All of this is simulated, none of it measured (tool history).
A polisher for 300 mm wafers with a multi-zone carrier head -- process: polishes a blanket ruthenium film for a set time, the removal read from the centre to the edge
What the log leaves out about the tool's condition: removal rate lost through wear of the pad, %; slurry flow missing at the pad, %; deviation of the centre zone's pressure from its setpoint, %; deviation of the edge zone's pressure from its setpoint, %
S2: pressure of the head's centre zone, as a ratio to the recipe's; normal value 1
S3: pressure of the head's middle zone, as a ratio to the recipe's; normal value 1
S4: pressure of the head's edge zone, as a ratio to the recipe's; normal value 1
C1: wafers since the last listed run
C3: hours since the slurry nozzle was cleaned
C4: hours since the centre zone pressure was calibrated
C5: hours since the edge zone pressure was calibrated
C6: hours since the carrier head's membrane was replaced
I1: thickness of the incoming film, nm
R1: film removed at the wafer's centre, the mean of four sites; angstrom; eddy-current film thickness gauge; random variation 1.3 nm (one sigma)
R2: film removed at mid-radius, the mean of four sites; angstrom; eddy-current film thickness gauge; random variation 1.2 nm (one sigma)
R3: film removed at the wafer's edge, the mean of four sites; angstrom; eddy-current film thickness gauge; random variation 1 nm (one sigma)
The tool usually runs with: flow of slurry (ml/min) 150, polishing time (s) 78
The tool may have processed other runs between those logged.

run 1 hour=0 | flow_of_slurry_(ml/min)=195 S2=1.07 S3=1.04 S4=1.11 polishing_time_(s)=78 | C1=0 wafers_polished_on_this_pad=1024 C3=774.2 C4=487.5 C5=21.6 C6=961.5 | I1=470 | R1=889 R2=846 R3=900
run 2 hour=15.9 | flow_of_slurry_(ml/min)=200 S2=1 S3=1 S4=0.95 polishing_time_(s)=90 | C1=174 wafers_polished_on_this_pad=1198 C3=790.1 C4=503.4 C5=37.5 C6=977.4 | I1=475.4 | R1=955 R2=947 R3=975
-- hour=18.1 slurry nozzle cleaned
run 3 hour=22.6 | flow_of_slurry_(ml/min)=150 S2=1 S3=1 S4=1 polishing_time_(s)=78 | C1=62 wafers_polished_on_this_pad=1260 C3=4.5 C4=510.1 C5=44.2 C6=984.1 | I1=468.7 | R1=911 R2=861 R3=905
run 4 hour=34.1 | flow_of_slurry_(ml/min)=150 S2=1 S3=1.04 S4=1 polishing_time_(s)=78 | C1=125 wafers_polished_on_this_pad=1386 C3=16 C4=521.6 C5=55.7 C6=995.6 | I1=468.1 | R1=885 R2=907 R3=887
-- hour=38.7 worn pad replaced by a new one
run 5 hour=47.6 | flow_of_slurry_(ml/min)=150 S2=1 S3=1 S4=1 polishing_time_(s)=78 | C1=103 wafers_polished_on_this_pad=97 C3=29.5 C4=535.1 C5=69.2 C6=1009.1 | I1=466.2 | R1=907 R2=881 R3=891
run 6 hour=59.8 | flow_of_slurry_(ml/min)=195 S2=1.07 S3=1.04 S4=1.11 polishing_time_(s)=78 | C1=133 wafers_polished_on_this_pad=230 C3=41.7 C4=547.3 C5=81.4 C6=1021.3 | I1=461.9 | R1=998 R2=938 R3=961
run 7 hour=75.4 | flow_of_slurry_(ml/min)=150 S2=1 S3=1 S4=1 polishing_time_(s)=52 | C1=170 wafers_polished_on_this_pad=401 C3=57.3 C4=562.9 C5=97 C6=1036.9 | I1=469.9 | R1=575 R2=579 R3=577
-- hour=85.8 centre zone pressure recalibrated
run 8 hour=90.3 | flow_of_slurry_(ml/min)=150 S2=1 S3=1 S4=1 polishing_time_(s)=78 | C1=141 wafers_polished_on_this_pad=542 C3=72.2 C4=4.5 C5=111.9 C6=1051.8 | I1=464.8 | R1=871 R2=844 R3=887
-- hour=104.7 carrier head's membrane replaced by a new one
run 9 hour=111.4 | flow_of_slurry_(ml/min)=150 S2=0.91 S3=0.89 S4=1 polishing_time_(s)=102 | C1=176 wafers_polished_on_this_pad=719 C3=93.3 C4=25.6 C5=133 C6=6.7 | I1=465.3 | R1=1043 R2=1030 R3=1166
run 10 hour=129.4 | flow_of_slurry_(ml/min)=150 S2=1 S3=1 S4=0.91 polishing_time_(s)=78 | C1=197 wafers_polished_on_this_pad=916 C3=111.3 C4=43.6 C5=151 C6=24.7 | I1=470.9 | R1=862 R2=849 R3=830
-- hour=147.8 worn pad replaced by a new one
run 11 hour=148.3 | flow_of_slurry_(ml/min)=150 S2=0.91 S3=0.89 S4=1 polishing_time_(s)=102 | C1=163 wafers_polished_on_this_pad=5 C3=130.2 C4=62.5 C5=169.9 C6=43.6 | I1=467.5 | R1=1001 R2=998 R3=1165
run 12 hour=153.6 | flow_of_slurry_(ml/min)=150 S2=1 S3=1 S4=1.1 polishing_time_(s)=78 | C1=58 wafers_polished_on_this_pad=63 C3=135.5 C4=67.8 C5=175.2 C6=48.9 | I1=473.7 | R1=832 R2=843 R3=893
run 13 hour=160.8 | flow_of_slurry_(ml/min)=150 S2=0.88 S3=1 S4=1 polishing_time_(s)=78 | C1=78 wafers_polished_on_this_pad=142 C3=142.7 C4=75 C5=182.4 C6=56.1 | I1=466.8 | R1=756 R2=835 R3=857
run 14 hour=168.1 | flow_of_slurry_(ml/min)=150 S2=1.1 S3=1 S4=1.1 polishing_time_(s)=93 | C1=79 wafers_polished_on_this_pad=222 C3=150 C4=82.3 C5=189.7 C6=63.4 | I1=466 | R1=1104 R2=973 R3=1068
run 15 hour=185.1 | flow_of_slurry_(ml/min)=150 S2=1 S3=1 S4=1 polishing_time_(s)=78 | C1=186 wafers_polished_on_this_pad=408 C3=167 C4=99.3 C5=206.7 C6=80.4 | I1=473.4 | R1=846 R2=825 R3=870
run 16 hour=197.3 | flow_of_slurry_(ml/min)=195 S2=1.07 S3=1.04 S4=1.11 polishing_time_(s)=78 | C1=133 wafers_polished_on_this_pad=541 C3=179.2 C4=111.5 C5=218.9 C6=92.6 | I1=473.8 | R1=947 R2=919 R3=936
run 17 hour=214.9 | flow_of_slurry_(ml/min)=150 S2=1 S3=1 S4=1 polishing_time_(s)=78 | C1=192 wafers_polished_on_this_pad=734 C3=196.8 C4=129.1 C5=236.5 C6=110.2 | I1=478.2 | R1=839 R2=815 R3=861
run 18 hour=228.5 | flow_of_slurry_(ml/min)=150 S2=1.05 S3=1 S4=1 polishing_time_(s)=78 | C1=148 wafers_polished_on_this_pad=883 C3=210.4 C4=142.7 C5=250.1 C6=123.8 | I1=469.8 | R1=872 R2=820 R3=846
run 19 hour=239.1 | flow_of_slurry_(ml/min)=165 S2=1.09 S3=1 S4=1 polishing_time_(s)=78 | C1=116 wafers_polished_on_this_pad=999 C3=221 C4=153.3 C5=260.7 C6=134.4 | I1=475 | R1=934 R2=829 R3=858
run 20 hour=249.2 | flow_of_slurry_(ml/min)=165 S2=1 S3=1.09 S4=0.97 polishing_time_(s)=70 | C1=110 wafers_polished_on_this_pad=1110 C3=231.1 C4=163.4 C5=270.8 C6=144.5 | I1=467.5 | R1=757 R2=809 R3=758
run 21 hour=267 | flow_of_slurry_(ml/min)=150 S2=0.89 S3=1 S4=1 polishing_time_(s)=78 | C1=194 wafers_polished_on_this_pad=1304 C3=248.9 C4=181.2 C5=288.6 C6=162.3 | I1=476 | R1=735 R2=818 R3=850
-- hour=276.3 worn pad replaced by a new one
run 22 hour=276.8 | flow_of_slurry_(ml/min)=150 S2=1.07 S3=1 S4=1.1 polishing_time_(s)=96 | C1=63 wafers_polished_on_this_pad=5 C3=258.7 C4=191 C5=298.4 C6=172.1 | I1=464.7 | R1=1060 R2=1006 R3=1082

4 options for the next run, each taken on its own from the tool as it stands now. Forecast them:
run A hour=277.3 | flow_of_slurry_(ml/min)=150 S2=1 S3=1 S4=1 polishing_time_(s)=78 | C1=5 wafers_polished_on_this_pad=10 C3=259.2 C4=191.5 C5=298.9 C6=172.6 | I1=463.9 | R1=? R2=? R3=?
run B hour=277.3 | flow_of_slurry_(ml/min)=100 S2=0.94 S3=1 S4=1.11 polishing_time_(s)=63 | C1=5 wafers_polished_on_this_pad=10 C3=259.2 C4=191.5 C5=298.9 C6=172.6 | I1=463.9 | R1=? R2=? R3=?
run C hour=277.3 | flow_of_slurry_(ml/min)=105 S2=1.11 S3=1 S4=1.06 polishing_time_(s)=78 | C1=5 wafers_polished_on_this_pad=10 C3=259.2 C4=191.5 C5=298.9 C6=172.6 | I1=463.9 | R1=? R2=? R3=?
run D hour=277.3 | flow_of_slurry_(ml/min)=175 S2=1 S3=0.96 S4=1 polishing_time_(s)=78 | C1=5 wafers_polished_on_this_pad=10 C3=259.2 C4=191.5 C5=298.9 C6=172.6 | I1=463.9 | R1=? R2=? R3=?

run=A R1=817 R2=794 R3=852
run=B R1=529 R2=561 R3=664
run=C R1=793 R2=707 R3=813
run=D R1=854 R2=797 R3=876
What these runs would have given with no unlogged condition in the tool:
run=A R1=897 R2=861 R3=902
run=B R1=610 R2=632 R3=718
run=C R1=907 R2=793 R3=876
run=D R1=925 R2=855 R3=921

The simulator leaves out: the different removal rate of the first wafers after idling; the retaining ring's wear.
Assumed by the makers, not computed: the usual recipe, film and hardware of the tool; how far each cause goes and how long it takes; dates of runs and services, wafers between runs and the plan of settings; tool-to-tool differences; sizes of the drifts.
